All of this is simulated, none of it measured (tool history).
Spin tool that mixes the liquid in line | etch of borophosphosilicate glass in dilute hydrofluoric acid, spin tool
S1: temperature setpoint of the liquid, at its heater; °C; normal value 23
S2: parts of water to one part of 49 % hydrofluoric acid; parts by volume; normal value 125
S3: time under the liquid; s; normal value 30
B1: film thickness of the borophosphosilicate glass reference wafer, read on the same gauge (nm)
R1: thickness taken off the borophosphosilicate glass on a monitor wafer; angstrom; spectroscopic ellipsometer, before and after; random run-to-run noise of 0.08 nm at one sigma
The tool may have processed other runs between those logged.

run     day    S1   S2  S3      B1     R1
  1       0    23  125  30  146.15  107.6
  2   1.583    23  125  30   145.9  106.3
     11.067  -- gauge calibrated
  3  12.021    23  125  30  149.82  109.6
  4  14.025    21  125  30  149.54  100.6
  5   15.95    21  125  30  149.28  100.7
  6  18.992    21  125  30  148.85    100
  7   21.95    23  125  30  148.43  108.9
  8  25.017    23  125  30  147.96  108.7
  9  28.929    19  125  30  147.41   92.7
     34.308  -- thermometer replaced
     40.629  -- gauge calibrated
 10  41.717    23  125  30  150.52    111
 11  45.871    23   90  40  149.92  211.1
     46.942  -- hydrofluoric acid flow meter replaced
 12  49.775    23  125  30  149.37  109.5
 13   51.65    23  125  30  149.11  109.8
 14  53.554  20.5  150  15  148.79   40.3
 15  57.296    23   70  20  148.28    139
 16  59.725  19.5  160  20  147.92   48.1

5 options for the next run, each taken on its own from the tool as it stands now. Forecast them:
  A  59.742    23  125  50   ?   ?
  B  59.742    23  125  35   ?   ?
  C  59.742    23  160  30   ?   ?
  D  59.742  20.5  140  40   ?   ?
  E  59.742  26.5  110  45   ?   ?

run      B1     R1
  A  147.92  177.7
  B  147.92  124.4
  C  147.92   80.1
  D  147.92  113.1
  E  147.92    212
The same runs, with their run-to-run variation unchanged, on a tool lacking any hidden condition would have given:
run     R1
  A  180.2
  B  126.1
  C   81.2
  D  114.7
  E    215

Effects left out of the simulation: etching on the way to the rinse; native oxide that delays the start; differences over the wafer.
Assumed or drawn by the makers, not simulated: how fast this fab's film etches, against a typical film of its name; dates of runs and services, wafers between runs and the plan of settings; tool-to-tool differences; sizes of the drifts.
